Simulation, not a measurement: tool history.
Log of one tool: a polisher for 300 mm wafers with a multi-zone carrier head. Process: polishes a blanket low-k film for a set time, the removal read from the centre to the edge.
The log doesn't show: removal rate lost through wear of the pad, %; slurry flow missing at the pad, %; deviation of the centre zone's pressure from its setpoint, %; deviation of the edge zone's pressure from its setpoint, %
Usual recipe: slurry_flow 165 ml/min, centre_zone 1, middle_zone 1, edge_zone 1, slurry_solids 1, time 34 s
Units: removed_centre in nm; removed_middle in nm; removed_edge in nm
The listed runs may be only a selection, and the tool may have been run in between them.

run	hour	slurry_flow	centre_zone	middle_zone	edge_zone	slurry_solids	time	wafers since the last listed run	wafers polished on this pad	hours since the slurry nozzle was cleaned	hours since the centre zone pressure was calibrated	hours since the edge zone pressure was calibrated	hours since the carrier head's membrane was replaced	incoming thickness of the incoming film, nm	removed_centre	removed_middle	removed_edge
1	0	165	0.95	1	1	1.25	34	0	4240	464.6	278.4	1420	1241.7	641.9	19.2	21.2	21.1
2	66.3	165	1	1	1	1.1	22	1147	5387	530.9	344.7	1486.3	1308	641.9	12.2	12.8	12.8
# hour 81.2: edge zone pressure recalibrated
3	132.6	165	1	0.9	0.97	1	34	1112	6500	597.2	411	51.4	1374.3	641.9	18	16.9	18.6
# hour 199.5: slurry nozzle cleaned
# hour 206.8: worn pad replaced by a new one
# hour 217.1: carrier head's membrane replaced by a new one
4	295.5	165	1	1	1	0.75	34	2645	1447	96	573.9	214.3	78.4	637.8	15.9	16.4	16.2
5	351.3	165	1.06	1	1	1	34	965	2413	151.8	629.7	270.1	134.2	646.1	19.7	19.7	19.1
# hour 370.2: centre zone pressure recalibrated
6	435.8	165	1	1	1	1	34	1427	3841	236.3	65.6	354.6	218.7	630.6	18.5	19.3	19.1
7	640.1	125	1.06	1	1	1	26	3535	7376	440.6	269.9	558.9	423	642	14.3	14.1	14.2
8	721.5	165	1	1.07	1	1	34	1408	8785	522	351.3	640.3	504.4	637.2	18.2	19.8	18.8
# hour 764: worn pad replaced by a new one
9	765.8	165	1	1	0.91	1	34	697	31	566.3	395.6	684.6	548.7	639.1	17.7	18.8	18
10	806.7	165	1	1	1	1	34	707	738	607.2	436.5	725.5	589.6	639.7	18	18.5	18.7
# hour 836.6: slurry nozzle cleaned
11	848.2	165	1	1	1	1	34	700	1439	11.6	478	767	631.1	645.8	18.5	19.1	19.5
12	917.5	165	1	1	1	1	22	1199	2638	80.9	547.3	836.3	700.4	635.6	12.1	12.2	12.4
13	982	165	1	1	1	1	34	1116	3754	145.4	611.8	900.8	764.9	635.8	18.5	19.5	19.2
# hour 1016: centre zone pressure recalibrated
14	1025.1	165	1	1	1	1	34	711	4466	188.5	9.1	943.9	808	640.3	18.6	19	19.1
15	1075.4	165	0.92	1	1.06	1	34	870	5336	238.8	59.4	994.2	858.3	637.2	17	19.2	19.5
16	1129.7	145	1.06	1.1	1	1	34	939	6276	293.1	113.7	1048.5	912.6	636.6	19.5	20.6	19
17	1185	165	1	0.94	1	1	34	956	7233	348.4	169	1103.8	967.9	643.6	18.5	18.1	19.1
18	1247.2	135	1	1	1.05	1	42	1076	8309	410.6	231.2	1166	1030.1	639.5	22.2	23.3	23.5
19	1278.1	165	0.96	1	0.92	1	34	534	8844	441.5	262.1	1196.9	1061	640.4	17.7	19.3	18.6
# hour 1296.8: worn pad replaced by a new one
20	1321.8	165	1	1	1	1	39	686	432	485.2	305.8	1240.6	1104.7	648.6	20.8	21.5	21.8
# hour 1350.3: edge zone pressure recalibrated
21	1361.8	195	1.06	0.96	0.96	1	34	657	1090	525.2	345.8	11.5	1144.7	643	19.6	18.7	18.7

Forecast each of these 4 alternatives for the next run:
A	1362.2	165	1	1	1	0.8	34	6	1097	525.6	346.2	11.9	1145.1	648	?	?	?
B	1362.2	165	1	1	1.09	1	34	6	1097	525.6	346.2	11.9	1145.1	648	?	?	?
C	1362.2	165	1	1.08	1	1.1	34	6	1097	525.6	346.2	11.9	1145.1	648	?	?	?
D	1362.2	150	1	1	1.04	1.15	34	6	1097	525.6	346.2	11.9	1145.1	648	?	?	?

run	removed_centre	removed_middle	removed_edge
A	16	16.9	16.8
B	18.1	19.1	19.7
C	19	21.4	19.9
D	19.1	20.2	20.5
Had the tool no hidden state, the same runs would have come out as:
run	removed_centre	removed_middle	removed_edge
A	16.4	17.3	17.1
B	18.6	19.6	20
C	19.5	21.9	20.3
D	19.7	20.7	20.9

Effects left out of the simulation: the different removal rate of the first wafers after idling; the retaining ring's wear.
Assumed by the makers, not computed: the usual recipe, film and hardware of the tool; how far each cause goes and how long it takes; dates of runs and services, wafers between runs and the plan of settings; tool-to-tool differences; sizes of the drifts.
